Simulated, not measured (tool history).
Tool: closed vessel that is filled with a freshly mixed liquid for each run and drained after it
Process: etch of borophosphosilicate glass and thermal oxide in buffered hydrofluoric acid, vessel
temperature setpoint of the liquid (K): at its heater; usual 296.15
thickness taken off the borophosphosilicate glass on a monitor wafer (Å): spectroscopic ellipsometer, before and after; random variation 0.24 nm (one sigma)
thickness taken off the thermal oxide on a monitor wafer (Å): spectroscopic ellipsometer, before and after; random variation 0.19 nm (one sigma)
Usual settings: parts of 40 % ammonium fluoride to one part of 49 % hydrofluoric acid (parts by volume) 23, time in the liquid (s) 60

run     day  temperature setpoint of the liquid (K)  parts of 40 % ammonium fluoride to one part of 49 % hydrofluoric acid (parts by volume)  time in the liquid (s)  read-back film thickness of the borophosphosilicate glass reference wafer, read on the same gauge (nm)  read-back film thickness of the thermal oxide reference wafer, read on the same gauge (nm)  thickness taken off the borophosphosilicate glass on a monitor wafer (Å)  thickness taken off the thermal oxide on a monitor wafer (Å)
  1       0                                  296.15                                                                                       23                      60                                                                                                      90                                                                                      109.97                                                                       286                                                         266.3
  2   1.175                                  296.15                                                                                       23                      60                                                                                                   89.99                                                                                         110                                                                     281.4                                                         264.4
  3   1.742                                  296.15                                                                                       23                      60                                                                                                   90.04                                                                                      110.01                                                                     289.8                                                         264.4
  4   2.988                                  296.15                                                                                     18.5                      60                                                                                                      90                                                                                      110.01                                                                     340.3                                                         312.5
  5   4.058                                  296.15                                                                                     18.5                      60                                                                                                   90.03                                                                                      110.02                                                                     336.8                                                         309.3
  6   4.842                                  296.15                                                                                       23                      85                                                                                                      90                                                                                      109.99                                                                     402.2                                                         372.9
  7   6.221                                  296.15                                                                                       23                      85                                                                                                   90.01                                                                                      109.99                                                                     397.3                                                         367.2
  8   7.004                                  296.15                                                                                       23                      60                                                                                                   89.99                                                                                      110.02                                                                     281.9                                                         256.8
  9   8.442                                  296.15                                                                                       23                      60                                                                                                   89.98                                                                                      110.01                                                                     280.3                                                         257.8
 10   9.246                                  296.15                                                                                       23                      60                                                                                                   89.97                                                                                      109.99                                                                       277                                                         258.7
      9.383  -- thermometer replaced
 11  10.533                                  296.15                                                                                       23                      60                                                                                                   89.97                                                                                      109.99                                                                       314                                                           290
 12  12.025                                  296.15                                                                                       23                      60                                                                                                      90                                                                                      110.02                                                                     310.2                                                         286.9
     12.596  -- gauge calibrated
 13  13.088                                  296.15                                                                                       23                      60                                                                                                      90                                                                                         110                                                                     310.9                                                         285.8
 14  13.683                                  296.15                                                                                       23                      75                                                                                                   90.01                                                                                      109.99                                                                     387.9                                                         353.9
 15    14.9                                  293.65                                                                                       23                      90                                                                                                   89.95                                                                                      110.04                                                                     400.4                                                         364.7
 16  15.567                                  300.15                                                                                       23                      60                                                                                                   90.01                                                                                         110                                                                     387.1                                                         351.5
 17  18.071                                  297.65                                                                                       23                      45                                                                                                   89.99                                                                                         110                                                                     249.5                                                         228.1
 18  18.988                                  293.65                                                                                       23                      35                                                                                                      90                                                                                      109.98                                                                     156.2                                                         142.7
       19.6  -- hydrofluoric acid flow meter replaced
 19  20.312                                  296.15                                                                                       23                      60                                                                                                   89.99                                                                                      109.99                                                                     305.7                                                         278.3
 20  21.267                                  296.15                                                                                       23                      60                                                                                                   90.02                                                                                      109.99                                                                     303.3                                                         276.4
 21  22.592                                  300.65                                                                                       30                      35                                                                                                   89.99                                                                                      110.01                                                                     184.5                                                         173.2
 22  23.692                                  299.65                                                                                       30                      50                                                                                                   90.01                                                                                      110.01                                                                     250.2                                                         233.8
 23  24.479                                  296.15                                                                                       30                      60                                                                                                   90.01                                                                                      110.01                                                                     247.3                                                         227.3
 24  25.433                                  293.15                                                                                       27                      75                                                                                                   90.02                                                                                      109.97                                                                     285.1                                                         261.6
 25  26.362                                  291.15                                                                                     28.5                      95                                                                                                   89.98                                                                                         110                                                                     308.7                                                         282.9
 26  26.875                                  299.65                                                                                       27                      60                                                                                                   90.05                                                                                      110.02                                                                     322.8                                                         297.9

Forecast each of these 3 alternatives for the next run:
  A  26.904                                  296.15                                                                                       23                      60                                                                                                       ?                                                                                           ?                                                                         ?                                                             ?
  B  26.904                                  300.65                                                                                     17.5                      40                                                                                                       ?                                                                                           ?                                                                         ?                                                             ?
  C  26.904                                  294.65                                                                                       30                      60                                                                                                       ?                                                                                           ?                                                                         ?                                                             ?

run  read-back film thickness of the borophosphosilicate glass reference wafer, read on the same gauge (nm)  read-back film thickness of the thermal oxide reference wafer, read on the same gauge (nm)  thickness taken off the borophosphosilicate glass on a monitor wafer (Å)  thickness taken off the thermal oxide on a monitor wafer (Å)
  A                                                                                                   89.99                                                                                      109.97                                                                     299.1                                                         272.1
  B                                                                                                   89.99                                                                                      109.97                                                                     319.8                                                         291.4
  C                                                                                                   89.99                                                                                      109.97                                                                       229                                                         208.3
Without the tool's hidden state the same runs would have given:
run  thickness taken off the borophosphosilicate glass on a monitor wafer (Å)  thickness taken off the thermal oxide on a monitor wafer (Å)
  A                                                                     317.7                                                         289.2
  B                                                                     339.1                                                         309.2
  C                                                                     243.4                                                         221.6
